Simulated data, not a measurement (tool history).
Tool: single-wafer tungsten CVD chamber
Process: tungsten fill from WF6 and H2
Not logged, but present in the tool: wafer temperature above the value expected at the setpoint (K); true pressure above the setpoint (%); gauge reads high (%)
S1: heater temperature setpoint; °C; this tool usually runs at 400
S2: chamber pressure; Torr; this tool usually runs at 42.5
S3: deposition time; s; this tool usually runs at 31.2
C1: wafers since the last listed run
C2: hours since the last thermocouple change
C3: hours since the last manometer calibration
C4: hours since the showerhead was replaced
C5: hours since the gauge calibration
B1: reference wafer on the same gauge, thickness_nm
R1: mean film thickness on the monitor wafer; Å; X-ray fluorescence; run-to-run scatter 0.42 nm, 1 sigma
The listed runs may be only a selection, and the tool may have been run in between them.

run 1 hour=0.0 | S1=394 S2=47.4 S3=31.2 | C1=0 C2=2487.9 C3=790.4 C4=2698.9 C5=332.4 | B1=99.930 | R1=938.81
run 2 hour=16.4 | S1=394 S2=47.4 S3=31.2 | C1=426 C2=2504.3 C3=806.8 C4=2715.3 C5=348.8 | B1=100.178 | R1=948.05
run 3 hour=69.4 | S1=394 S2=47.4 S3=31.2 | C1=1379 C2=2557.3 C3=859.8 C4=2768.3 C5=401.8 | B1=100.043 | R1=931.28
run 4 hour=81.9 | S1=400 S2=36.6 S3=31.2 | C1=325 C2=2569.8 C3=872.3 C4=2780.8 C5=414.3 | B1=99.897 | R1=835.34
-- hour=103.6 thermocouple changed; heater temperature recalibrated
run 5 hour=104.1 | S1=400 S2=42.5 S3=31.2 | C1=369 C2=0.5 C3=894.5 C4=2803.0 C5=436.5 | B1=100.062 | R1=1027.26
run 6 hour=135.7 | S1=400 S2=42.5 S3=31.2 | C1=822 C2=32.1 C3=926.1 C4=2834.6 C5=468.1 | B1=99.974 | R1=1030.36
run 7 hour=145.0 | S1=400 S2=42.5 S3=31.2 | C1=242 C2=41.4 C3=935.4 C4=2843.9 C5=477.4 | B1=99.892 | R1=1028.49
run 8 hour=160.5 | S1=400 S2=42.5 S3=31.2 | C1=403 C2=56.9 C3=950.9 C4=2859.4 C5=492.9 | B1=99.822 | R1=1026.50
run 9 hour=172.9 | S1=400 S2=42.5 S3=31.2 | C1=322 C2=69.3 C3=963.3 C4=2871.8 C5=505.3 | B1=100.065 | R1=1032.76
run 10 hour=181.8 | S1=400 S2=42.5 S3=27.1 | C1=231 C2=78.2 C3=972.2 C4=2880.7 C5=514.2 | B1=99.981 | R1=885.96
run 11 hour=194.7 | S1=405 S2=42.5 S3=31.2 | C1=335 C2=91.1 C3=985.1 C4=2893.6 C5=527.1 | B1=100.068 | R1=1103.47
run 12 hour=235.3 | S1=405 S2=42.5 S3=31.2 | C1=1056 C2=131.7 C3=1025.7 C4=2934.2 C5=567.7 | B1=100.109 | R1=1108.11
run 13 hour=245.2 | S1=405 S2=42.5 S3=31.2 | C1=257 C2=141.6 C3=1035.6 C4=2944.1 C5=577.6 | B1=99.917 | R1=1109.00
run 14 hour=256.2 | S1=414 S2=42.5 S3=35.3 | C1=286 C2=152.6 C3=1046.6 C4=2955.1 C5=588.6 | B1=100.057 | R1=1431.57
run 15 hour=264.4 | S1=400 S2=42.5 S3=31.2 | C1=213 C2=160.8 C3=1054.8 C4=2963.3 C5=596.8 | B1=99.970 | R1=1022.27
-- hour=265.8 gauge calibrated
run 16 hour=273.9 | S1=400 S2=50.0 S3=31.2 | C1=247 C2=170.3 C3=1064.3 C4=2972.8 C5=8.1 | B1=99.990 | R1=1150.30
-- hour=286.7 capacitance manometer re-zeroed and calibrated
run 17 hour=287.2 | S1=400 S2=48.7 S3=31.2 | C1=137 C2=183.6 C3=0.5 C4=2986.1 C5=21.4 | B1=100.004 | R1=1201.90
run 18 hour=294.3 | S1=400 S2=49.7 S3=31.2 | C1=184 C2=190.7 C3=7.6 C4=2993.2 C5=28.5 | B1=100.019 | R1=1214.90
run 19 hour=302.8 | S1=406 S2=51.3 S3=25.8 | C1=221 C2=199.2 C3=16.1 C4=3001.7 C5=37.0 | B1=100.149 | R1=1127.13
run 20 hour=318.2 | S1=400 S2=42.5 S3=31.2 | C1=400 C2=214.6 C3=31.5 C4=3017.1 C5=52.4 | B1=99.941 | R1=1078.44
run 21 hour=334.5 | S1=400 S2=33.0 S3=31.2 | C1=424 C2=230.9 C3=47.8 C4=3033.4 C5=68.7 | B1=99.933 | R1=864.82
run 22 hour=344.9 | S1=406 S2=52.2 S3=34.4 | C1=270 C2=241.3 C3=58.2 C4=3043.8 C5=79.1 | B1=100.069 | R1=1517.40
run 23 hour=358.4 | S1=409 S2=33.0 S3=34.6 | C1=351 C2=254.8 C3=71.7 C4=3057.3 C5=92.6 | B1=100.157 | R1=1096.11
-- hour=369.8 showerhead replaced
run 24 hour=370.1 | S1=411 S2=42.5 S3=36.3 | C1=96 C2=266.5 C3=83.4 C4=0.3 C5=104.3 | B1=100.067 | R1=1495.07
run 25 hour=384.0 | S1=400 S2=51.8 S3=26.2 | C1=361 C2=280.4 C3=97.3 C4=14.2 C5=118.2 | B1=100.110 | R1=1032.71
run 26 hour=395.9 | S1=410 S2=32.5 S3=25.7 | C1=309 C2=292.3 C3=109.2 C4=26.1 C5=130.1 | B1=99.891 | R1=813.58
run 27 hour=413.6 | S1=404 S2=48.2 S3=37.3 | C1=460 C2=310.0 C3=126.9 C4=43.8 C5=147.8 | B1=99.986 | R1=1507.04
run 28 hour=422.6 | S1=392 S2=42.5 S3=31.2 | C1=234 C2=319.0 C3=135.9 C4=52.8 C5=156.8 | B1=100.002 | R1=944.08
run 29 hour=428.6 | S1=400 S2=42.5 S3=31.2 | C1=156 C2=325.0 C3=141.9 C4=58.8 C5=162.8 | B1=100.020 | R1=1076.47
run 30 hour=435.8 | S1=393 S2=42.5 S3=34.5 | C1=187 C2=332.2 C3=149.1 C4=66.0 C5=170.0 | B1=100.157 | R1=1053.08
run 31 hour=444.2 | S1=400 S2=47.3 S3=33.4 | C1=218 C2=340.6 C3=157.5 C4=74.4 C5=178.4 | B1=100.148 | R1=1247.17
run 32 hour=454.8 | S1=400 S2=42.5 S3=26.4 | C1=275 C2=351.2 C3=168.1 C4=85.0 C5=189.0 | B1=99.999 | R1=903.40
run 33 hour=468.9 | S1=400 S2=42.5 S3=31.2 | C1=367 C2=365.3 C3=182.2 C4=99.1 C5=203.1 | B1=100.066 | R1=1062.40
run 34 hour=483.0 | S1=410 S2=42.5 S3=33.5 | C1=367 C2=379.4 C3=196.3 C4=113.2 C5=217.2 | B1=99.958 | R1=1342.51
run 35 hour=493.4 | S1=400 S2=37.3 S3=26.3 | C1=270 C2=389.8 C3=206.7 C4=123.6 C5=227.6 | B1=99.921 | R1=806.27

For some of the steps in R1 from one run to the next: how much would appear even if the tool had no hidden state, given the settings, what came in and random variation, and how much remains for the hidden state plus any gauge scatter that the measured result and the result without hidden state don't share?
Run 4 -> 5: S2 36.6 -> 42.5, thermocouple changed; heater temperature recalibrated. R1 +191.92 Å: hidden state +68.29, all else +123.63.
Run 14 -> 15: S1 414 -> 400, S3 35.3 -> 31.2. R1 -409.30 Å: hidden state +23.33, all else -432.63.
Run 16 -> 17: S2 50.0 -> 48.7, capacitance manometer re-zeroed and calibrated. R1 +51.60 Å: hidden state +70.95, all else -19.35.
Run 21 -> 22: S1 400 -> 406, S2 33.0 -> 52.2, S3 31.2 -> 34.4. R1 +652.58 Å: hidden state +1.87, all else +650.71.
Run 26 -> 27: S1 410 -> 404, S2 32.5 -> 48.2, S3 25.7 -> 37.3. R1 +693.46 Å: hidden state -1.08, all else +694.54.
Run 27 -> 28: S1 404 -> 392, S2 48.2 -> 42.5, S3 37.3 -> 31.2. R1 -562.96 Å: hidden state +0.33, all else -563.29.

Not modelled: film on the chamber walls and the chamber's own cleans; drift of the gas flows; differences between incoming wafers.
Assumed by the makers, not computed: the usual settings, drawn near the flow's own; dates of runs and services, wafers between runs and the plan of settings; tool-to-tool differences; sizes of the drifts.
